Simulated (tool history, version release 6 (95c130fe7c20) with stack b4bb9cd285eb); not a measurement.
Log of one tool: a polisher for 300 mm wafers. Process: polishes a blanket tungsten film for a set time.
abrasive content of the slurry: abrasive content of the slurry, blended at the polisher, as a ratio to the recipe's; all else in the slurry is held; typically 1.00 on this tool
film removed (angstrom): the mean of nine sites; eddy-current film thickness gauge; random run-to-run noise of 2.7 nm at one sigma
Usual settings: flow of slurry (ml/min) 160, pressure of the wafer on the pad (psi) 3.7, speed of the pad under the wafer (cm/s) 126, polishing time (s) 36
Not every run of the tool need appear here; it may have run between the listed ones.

| run | day | flow of slurry (ml/min) | pressure of the wafer on the pad (psi) | speed of the pad under the wafer (cm/s) | abrasive content of the slurry | polishing time (s) | incoming thickness of the incoming film, nm | film removed (angstrom) |
|---|---|---|---|---|---|---|---|---|
| 1 | 0.000 | 195 | 3.7 | 114 | 1.00 | 36 | 590.8 | 1545 |
|  | 1.275 | slurry tank refilled with fresh slurry and peroxide |
| 2 | 2.142 | 160 | 3.7 | 126 | 1.00 | 36 | 587.5 | 1996 |
| 3 | 3.729 | 160 | 3.7 | 126 | 1.00 | 36 | 601.2 | 1900 |
| 4 | 6.612 | 160 | 3.7 | 126 | 1.00 | 36 | 601.2 | 1858 |
|  | 7.662 | worn pad replaced by a new one |
|  | 8.925 | slurry nozzle cleaned |
| 5 | 9.492 | 160 | 3.7 | 126 | 1.20 | 36 | 597.3 | 1801 |
| 6 | 12.250 | 160 | 3.7 | 126 | 1.00 | 36 | 601.0 | 1773 |
|  | 12.654 | slurry tank refilled with fresh slurry and peroxide |
|  | 13.271 | slurry blender recalibrated |
| 7 | 14.658 | 160 | 3.7 | 126 | 1.00 | 36 | 608.0 | 1872 |
| 8 | 15.754 | 160 | 3.7 | 126 | 1.00 | 27 | 599.4 | 1436 |
| 9 | 17.971 | 160 | 3.7 | 126 | 1.00 | 27 | 606.0 | 1361 |
|  | 20.088 | worn pad replaced by a new one |
| 10 | 20.758 | 160 | 3.7 | 126 | 1.00 | 27 | 589.9 | 1341 |
| 11 | 23.108 | 160 | 3.7 | 126 | 1.00 | 36 | 599.7 | 1681 |
| 12 | 24.504 | 160 | 3.7 | 126 | 1.00 | 36 | 599.9 | 1642 |
|  | 24.962 | slurry tank refilled with fresh slurry and peroxide |
| 13 | 25.825 | 160 | 3.7 | 126 | 1.00 | 36 | 608.7 | 1969 |
| 14 | 28.721 | 160 | 3.3 | 168 | 1.00 | 24 | 590.8 | 1498 |
| 15 | 30.871 | 160 | 4.9 | 126 | 0.85 | 41 | 599.3 | 2735 |
|  | 31.079 | slurry nozzle cleaned |
|  | 31.412 | worn pad replaced by a new one |
|  | 32.975 | head pressure recalibrated |
|  | 35.833 | slurry tank refilled with fresh slurry and peroxide |
|  | 36.458 | slurry blender recalibrated |
| 16 | 39.625 | 160 | 3.7 | 126 | 1.00 | 36 | 595.6 | 1877 |
| 17 | 41.725 | 180 | 4.4 | 104 | 1.00 | 44 | 597.1 | 2240 |
| 18 | 44.400 | 160 | 3.7 | 84 | 1.00 | 36 | 599.2 | 1235 |
|  | 45.467 | worn pad replaced by a new one |
| 19 | 45.533 | 160 | 3.7 | 126 | 1.00 | 36 | 592.1 | 1746 |
| 20 | 46.846 | 160 | 3.7 | 126 | 1.00 | 45 | 600.3 | 2159 |
| 21 | 48.346 | 130 | 3.7 | 140 | 1.20 | 36 | 607.0 | 1827 |
|  | 48.508 | slurry tank refilled with fresh slurry and peroxide |
| 22 | 50.025 | 180 | 3.7 | 166 | 0.85 | 36 | 590.0 | 2543 |
| 23 | 52.717 | 160 | 4.6 | 110 | 1.00 | 36 | 599.1 | 2058 |
|  | 55.417 | slurry nozzle cleaned |
| 24 | 55.638 | 195 | 4.7 | 148 | 1.00 | 30 | 601.1 | 2336 |
| 25 | 58.396 | 120 | 3.7 | 126 | 1.00 | 36 | 607.8 | 1690 |
|  | 58.850 | worn pad replaced by a new one |
|  | 59.458 | slurry blender recalibrated |
| 26 | 60.604 | 185 | 2.7 | 126 | 0.90 | 29 | 604.6 | 1055 |
|  | 61.558 | slurry tank refilled with fresh slurry and peroxide |
| 27 | 62.912 | 160 | 3.7 | 126 | 1.00 | 36 | 590.0 | 1952 |

Here are 3 independent what-if runs from the current tool condition. What would each one return?
| A | 62.929 | 160 | 3.7 | 126 | 1.00 | 36 | 605.4 | ? |
| B | 62.929 | 210 | 3.7 | 126 | 1.00 | 28 | 605.4 | ? |
| C | 62.929 | 160 | 3.7 | 126 | 0.75 | 36 | 605.4 | ? |

| run | film removed (angstrom) |
|---|---|
| A | 1946 |
| B | 1578 |
| C | 1886 |
Without the tool's unlogged condition, the same runs would have read:
| run | film removed (angstrom) |
|---|---|
| A | 1980 |
| B | 1606 |
| C | 1919 |
